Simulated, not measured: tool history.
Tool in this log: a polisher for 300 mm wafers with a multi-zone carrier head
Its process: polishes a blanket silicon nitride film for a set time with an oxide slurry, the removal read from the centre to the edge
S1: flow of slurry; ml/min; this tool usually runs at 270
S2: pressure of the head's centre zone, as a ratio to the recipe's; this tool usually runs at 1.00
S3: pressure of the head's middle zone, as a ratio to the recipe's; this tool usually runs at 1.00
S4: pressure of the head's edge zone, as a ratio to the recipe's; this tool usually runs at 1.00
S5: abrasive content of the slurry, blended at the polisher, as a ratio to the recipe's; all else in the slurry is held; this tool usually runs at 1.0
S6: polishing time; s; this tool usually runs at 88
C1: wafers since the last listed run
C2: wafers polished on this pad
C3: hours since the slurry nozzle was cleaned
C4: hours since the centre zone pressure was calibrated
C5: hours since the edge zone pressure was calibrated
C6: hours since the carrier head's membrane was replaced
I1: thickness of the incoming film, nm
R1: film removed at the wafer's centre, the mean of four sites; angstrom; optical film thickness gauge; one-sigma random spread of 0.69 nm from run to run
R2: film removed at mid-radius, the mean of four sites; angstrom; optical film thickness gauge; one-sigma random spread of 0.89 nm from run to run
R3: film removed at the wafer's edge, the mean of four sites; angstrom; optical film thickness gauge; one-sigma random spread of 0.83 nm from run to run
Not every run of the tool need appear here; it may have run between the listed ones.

Run 1, hour 0.0: usual settings; C1 0; C2 4006; C3 325.4; C4 57.2; C5 79.8; C6 645.1; I1 323.2. Result: R1 653 angstrom, R2 617 angstrom, R3 635 angstrom.
At hour 28.1: worn pad replaced by a new one.
Run 2, hour 72.8: usual settings; C1 907; C2 590; C3 398.2; C4 130.0; C5 152.6; C6 717.9; I1 323.3. Result: R1 654 angstrom, R2 621 angstrom, R3 622 angstrom.
At hour 88.1: carrier head's membrane replaced by a new one.
Run 3, hour 124.6: usual settings; C1 617; C2 1207; C3 450.0; C4 181.8; C5 204.4; C6 36.5; I1 318.5. Result: R1 642 angstrom, R2 622 angstrom, R3 607 angstrom.
Run 4, hour 172.0: usual settings but S6 66 s; C1 625; C2 1833; C3 497.4; C4 229.2; C5 251.8; C6 83.9; I1 320.7. Result: R1 476 angstrom, R2 466 angstrom, R3 465 angstrom.
Run 5, hour 260.3: usual settings; C1 1165; C2 2998; C3 585.7; C4 317.5; C5 340.1; C6 172.2; I1 318.3. Result: R1 631 angstrom, R2 616 angstrom, R3 633 angstrom.
At hour 267.4: slurry nozzle cleaned.
At hour 338.2: worn pad replaced by a new one.
Run 6, hour 338.7: usual settings; C1 968; C2 6; C3 71.3; C4 395.9; C5 418.5; C6 250.6; I1 319.0. Result: R1 607 angstrom, R2 626 angstrom, R3 622 angstrom.
Run 7, hour 382.4: usual settings; C1 576; C2 583; C3 115.0; C4 439.6; C5 462.2; C6 294.3; I1 322.0. Result: R1 580 angstrom, R2 611 angstrom, R3 627 angstrom.
At hour 428.9: centre zone pressure recalibrated.
Run 8, hour 467.1: usual settings; C1 1091; C2 1674; C3 199.7; C4 38.2; C5 546.9; C6 379.0; I1 313.4. Result: R1 622 angstrom, R2 634 angstrom, R3 616 angstrom.
Run 9, hour 523.6: usual settings; C1 745; C2 2419; C3 256.2; C4 94.7; C5 603.4; C6 435.5; I1 322.9. Result: R1 630 angstrom, R2 611 angstrom, R3 628 angstrom.
At hour 547.3: edge zone pressure recalibrated.
Run 10, hour 565.1: usual settings but S2 1.04; C1 521; C2 2941; C3 297.7; C4 136.2; C5 17.8; C6 477.0; I1 317.7. Result: R1 648 angstrom, R2 629 angstrom, R3 631 angstrom.
At hour 621.3: worn pad replaced by a new one.
Run 11, hour 622.6: usual settings; C1 705; C2 16; C3 355.2; C4 193.7; C5 75.3; C6 534.5; I1 314.6. Result: R1 604 angstrom, R2 618 angstrom, R3 622 angstrom.
Run 12, hour 766.2: usual settings but S2 1.09, S4 1.09; C1 1894; C2 1911; C3 498.8; C4 337.3; C5 218.9; C6 678.1; I1 321.0. Result: R1 639 angstrom, R2 622 angstrom, R3 629 angstrom.
At hour 811.7: carrier head's membrane replaced by a new one.
Run 13, hour 819.2: usual settings but S3 1.09, S4 0.90, S5 0.8, S6 71 s; C1 633; C2 2544; C3 551.8; C4 390.3; C5 271.9; C6 7.5; I1 323.4. Result: R1 417 angstrom, R2 475 angstrom, R3 429 angstrom.
Run 14, hour 858.0: usual settings but S5 0.9; C1 511; C2 3056; C3 590.6; C4 429.1; C5 310.7; C6 46.3; I1 319.9. Result: R1 544 angstrom, R2 585 angstrom, R3 600 angstrom.
Run 15, hour 896.7: usual settings but S1 185 ml/min, S3 0.89, S4 0.93, S5 0.8; C1 510; C2 3567; C3 629.3; C4 467.8; C5 349.4; C6 85.0; I1 325.1. Result: R1 469 angstrom, R2 504 angstrom, R3 536 angstrom.
At hour 904.4: centre zone pressure recalibrated.
At hour 909.8: worn pad replaced by a new one.
At hour 968.2: slurry nozzle cleaned.
Run 16, hour 972.7: usual settings but S3 0.88, S4 0.97, S5 1.2; C1 910; C2 816; C3 4.5; C4 68.3; C5 425.4; C6 161.0; I1 319.9. Result: R1 682 angstrom, R2 628 angstrom, R3 651 angstrom.
Run 17, hour 1038.6: usual settings but S1 200 ml/min, S6 99 s; C1 869; C2 1685; C3 70.4; C4 134.2; C5 491.3; C6 226.9; I1 316.5. Result: R1 684 angstrom, R2 663 angstrom, R3 682 angstrom.
Run 18, hour 1082.8: usual settings but S1 200 ml/min, S4 1.10; C1 583; C2 2269; C3 114.6; C4 178.4; C5 535.5; C6 271.1; I1 314.2. Result: R1 607 angstrom, R2 603 angstrom, R3 639 angstrom.
Run 19, hour 1149.1: usual settings but S4 0.92; C1 874; C2 3143; C3 180.9; C4 244.7; C5 601.8; C6 337.4; I1 318.7. Result: R1 629 angstrom, R2 635 angstrom, R3 598 angstrom.
At hour 1194.4: worn pad replaced by a new one.
Run 20, hour 1213.8: usual settings but S2 1.12, S3 1.05; C1 800; C2 256; C3 245.6; C4 309.4; C5 666.5; C6 402.1; I1 324.8. Result: R1 677 angstrom, R2 637 angstrom, R3 624 angstrom.
At hour 1232.7: edge zone pressure recalibrated.
Run 21, hour 1287.6: usual settings but S5 1.2, S6 62 s; C1 947; C2 1203; C3 319.4; C4 383.2; C5 54.9; C6 475.9; I1 320.6. Result: R1 442 angstrom, R2 464 angstrom, R3 469 angstrom.
At hour 1326.1: centre zone pressure recalibrated.
Run 22, hour 1370.3: usual settings; C1 1064; C2 2268; C3 402.1; C4 44.2; C5 137.6; C6 558.6; I1 319.7. Result: R1 637 angstrom, R2 623 angstrom, R3 620 angstrom.

What the log doesn't show, run by run:
removal rate lost through wear of the pad, %: 0, the same for each run
slurry flow missing at the pad, %: 0, the same for each run
deviation of the edge zone's pressure from its setpoint, %: 0, the same for each run
H1: deviation of the centre zone's pressure from its setpoint, %
run      H1
  1    2.25
  2    1.44
  3   0.483
  4  -0.676
  5   -3.55
  6   -6.87
  7   -9.04
  8   -2.47
  9   -2.91
 10   -3.48
 11   -4.61
 12   -9.14
 13   -11.4
 14   -13.3
 15   -15.4
 16   0.417
 17  -0.377
 18    -1.2
 19   -2.87
 20      -5
 21   -8.04
 22   0.241

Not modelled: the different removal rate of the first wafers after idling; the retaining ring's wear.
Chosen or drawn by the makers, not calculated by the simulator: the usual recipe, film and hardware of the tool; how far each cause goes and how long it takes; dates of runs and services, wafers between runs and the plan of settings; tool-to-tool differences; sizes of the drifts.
